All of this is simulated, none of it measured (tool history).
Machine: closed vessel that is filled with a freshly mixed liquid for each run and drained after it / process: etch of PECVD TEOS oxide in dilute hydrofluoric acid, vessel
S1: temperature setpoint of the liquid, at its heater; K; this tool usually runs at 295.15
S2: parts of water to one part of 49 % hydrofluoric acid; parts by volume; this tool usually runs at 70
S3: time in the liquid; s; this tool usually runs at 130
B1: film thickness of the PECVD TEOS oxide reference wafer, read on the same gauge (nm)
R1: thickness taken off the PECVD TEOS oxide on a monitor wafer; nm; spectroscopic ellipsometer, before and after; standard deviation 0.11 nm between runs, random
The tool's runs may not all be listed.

run 1 hour=0.0 | S1=293.65 S2=70 S3=130 | B1=119.99 | R1=17.78
run 2 hour=16.3 | S1=295.15 S2=70 S3=110 | B1=120.00 | R1=16.07
run 3 hour=26.0 | S1=295.15 S2=70 S3=130 | B1=120.02 | R1=19.13
run 4 hour=35.6 | S1=295.15 S2=70 S3=130 | B1=119.99 | R1=19.06
run 5 hour=50.7 | S1=295.15 S2=70 S3=130 | B1=119.99 | R1=19.16
run 6 hour=56.9 | S1=295.15 S2=70 S3=130 | B1=120.03 | R1=19.16
-- hour=62.4 hydrofluoric acid flow meter replaced
run 7 hour=69.8 | S1=295.15 S2=70 S3=130 | B1=120.04 | R1=16.73
run 8 hour=86.7 | S1=295.15 S2=70 S3=130 | B1=120.00 | R1=16.49
run 9 hour=92.8 | S1=295.15 S2=60 S3=170 | B1=119.99 | R1=25.59
run 10 hour=104.2 | S1=295.15 S2=60 S3=170 | B1=119.96 | R1=25.88
run 11 hour=112.7 | S1=296.15 S2=70 S3=105 | B1=120.01 | R1=13.99
run 12 hour=122.6 | S1=295.15 S2=70 S3=105 | B1=119.98 | R1=13.38
run 13 hour=132.8 | S1=295.15 S2=70 S3=205 | B1=120.01 | R1=26.27
run 14 hour=145.0 | S1=295.15 S2=70 S3=95 | B1=119.97 | R1=12.29
run 15 hour=160.4 | S1=297.65 S2=105 S3=130 | B1=120.06 | R1=11.96
run 16 hour=168.3 | S1=297.65 S2=45 S3=65 | B1=119.99 | R1=14.97
run 17 hour=184.9 | S1=295.15 S2=70 S3=130 | B1=120.02 | R1=16.96
run 18 hour=201.9 | S1=295.15 S2=70 S3=130 | B1=119.97 | R1=16.70
-- hour=215.6 thermometer replaced
run 19 hour=218.7 | S1=290.65 S2=80 S3=195 | B1=120.00 | R1=18.06
run 20 hour=231.0 | S1=295.15 S2=60 S3=130 | B1=120.04 | R1=19.63
run 21 hour=246.2 | S1=295.15 S2=70 S3=130 | B1=120.05 | R1=16.66
run 22 hour=261.1 | S1=298.65 S2=70 S3=190 | B1=119.99 | R1=28.59
run 23 hour=267.7 | S1=298.65 S2=45 S3=110 | B1=120.00 | R1=26.26
-- hour=276.0 gauge calibrated
run 24 hour=278.6 | S1=295.15 S2=70 S3=90 | B1=120.00 | R1=11.55
run 25 hour=289.1 | S1=295.15 S2=70 S3=130 | B1=120.02 | R1=16.86
run 26 hour=306.4 | S1=295.15 S2=70 S3=130 | B1=119.99 | R1=17.01
run 27 hour=315.6 | S1=299.65 S2=85 S3=130 | B1=120.02 | R1=16.40
run 28 hour=332.6 | S1=299.65 S2=70 S3=130 | B1=119.98 | R1=20.55
run 29 hour=342.0 | S1=295.15 S2=70 S3=130 | B1=120.02 | R1=16.89
run 30 hour=359.8 | S1=295.15 S2=95 S3=130 | B1=120.03 | R1=12.02
run 31 hour=370.2 | S1=290.65 S2=70 S3=130 | B1=120.05 | R1=14.11
run 32 hour=388.1 | S1=295.15 S2=45 S3=165 | B1=119.99 | R1=34.81
run 33 hour=416.4 | S1=297.65 S2=100 S3=200 | B1=120.04 | R1=19.40

4 ways to go on from here, each from the tool as it stands after run 33. What would each give?
run A hour=417.1 | S1=291.15 S2=70 S3=130 | B1=? | R1=?
run B hour=417.1 | S1=290.65 S2=70 S3=85 | B1=? | R1=?
run C hour=417.1 | S1=293.65 S2=100 S3=130 | B1=? | R1=?
run D hour=417.1 | S1=298.15 S2=70 S3=100 | B1=? | R1=?

run=A B1=119.99 R1=14.43
run=B B1=119.99 R1=9.23
run=C B1=119.99 R1=10.85
run=D B1=119.99 R1=14.83
Had the tool no hidden state, the same runs would have come out as:
run=A R1=13.99
run=B R1=8.95
run=C R1=10.51
run=D R1=14.38
